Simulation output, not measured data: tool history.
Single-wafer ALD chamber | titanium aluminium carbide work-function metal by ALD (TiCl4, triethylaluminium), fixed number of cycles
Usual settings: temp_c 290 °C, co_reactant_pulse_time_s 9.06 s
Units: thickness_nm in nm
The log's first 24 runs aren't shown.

run,hour,temp_c,co_reactant_pulse_time_s,"read-back reference wafer on the same gauge, thickness_nm",thickness_nm
25,1231.1,282,6.26,1.779,1.818
# hour 1249.2: showerhead replaced
26,1348.8,290,9.06,1.782,2.019
27,1413.3,283,6.16,1.78,1.825
28,1453,290,5.47,1.778,1.811
29,1502.2,290,9.06,1.778,2.012
30,1535.3,277,10.9,1.779,1.941
31,1576.4,285,9.06,1.781,1.973
32,1614,290,9.06,1.78,2.011
33,1664.6,278,10.46,1.78,1.947
34,1725.9,290,5.73,1.779,1.827

3 ways to go on from here, each from the tool as it stands after run 34. What would each give?
A,1726.3,290,9.06,?,?
B,1726.3,290,5.55,?,?
C,1726.3,279,7.45,?,?

run,"read-back reference wafer on the same gauge, thickness_nm",thickness_nm
A,1.779,2.012
B,1.779,1.813
C,1.779,1.863
Without the tool's hidden state the same runs would have given:
run,thickness_nm
A,2.026
B,1.826
C,1.876

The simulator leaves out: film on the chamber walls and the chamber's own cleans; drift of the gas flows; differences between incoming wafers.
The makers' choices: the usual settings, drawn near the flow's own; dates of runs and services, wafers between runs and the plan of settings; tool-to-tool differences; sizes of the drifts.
